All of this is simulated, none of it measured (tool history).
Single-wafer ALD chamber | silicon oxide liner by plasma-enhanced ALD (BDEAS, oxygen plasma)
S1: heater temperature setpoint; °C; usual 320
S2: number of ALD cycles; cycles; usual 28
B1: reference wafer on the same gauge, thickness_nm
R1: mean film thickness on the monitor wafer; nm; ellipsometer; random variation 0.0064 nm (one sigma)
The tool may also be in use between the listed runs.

run 1 hour=0.0 | S1=320 S2=28 | B1=2.954 | R1=2.568
run 2 hour=10.0 | S1=320 S2=28 | B1=2.950 | R1=2.561
run 3 hour=22.0 | S1=320 S2=28 | B1=2.948 | R1=2.561
run 4 hour=35.8 | S1=320 S2=28 | B1=2.949 | R1=2.546
run 5 hour=81.3 | S1=320 S2=28 | B1=2.946 | R1=2.560
-- hour=93.9 thermocouple changed; heater temperature recalibrated
run 6 hour=94.4 | S1=320 S2=28 | B1=2.949 | R1=2.563
run 7 hour=98.7 | S1=320 S2=28 | B1=2.951 | R1=2.558
-- hour=108.1 gauge calibrated
run 8 hour=108.9 | S1=320 S2=28 | B1=2.952 | R1=2.571
run 9 hour=123.0 | S1=327 S2=24 | B1=2.955 | R1=2.168
run 10 hour=133.2 | S1=333 S2=24 | B1=2.949 | R1=2.148
run 11 hour=147.0 | S1=334 S2=24 | B1=2.950 | R1=2.149
run 12 hour=158.9 | S1=320 S2=28 | B1=2.952 | R1=2.560
run 13 hour=174.6 | S1=331 S2=23 | B1=2.948 | R1=2.068
run 14 hour=182.4 | S1=320 S2=28 | B1=2.951 | R1=2.559
run 15 hour=199.7 | S1=333 S2=23 | B1=2.952 | R1=2.057

Forecast each of these 4 alternatives for the next run:
run A hour=200.1 | S1=320 S2=28 | B1=? | R1=?
run B hour=200.1 | S1=326 S2=31 | B1=? | R1=?
run C hour=200.1 | S1=334 S2=31 | B1=? | R1=?
run D hour=200.1 | S1=314 S2=25 | B1=? | R1=?

run=A B1=2.951 R1=2.565
run=B B1=2.951 R1=2.815
run=C B1=2.951 R1=2.782
run=D B1=2.951 R1=2.310
Without the tool's hidden state the same runs would have given:
run=A R1=2.565
run=B R1=2.815
run=C R1=2.782
run=D R1=2.310

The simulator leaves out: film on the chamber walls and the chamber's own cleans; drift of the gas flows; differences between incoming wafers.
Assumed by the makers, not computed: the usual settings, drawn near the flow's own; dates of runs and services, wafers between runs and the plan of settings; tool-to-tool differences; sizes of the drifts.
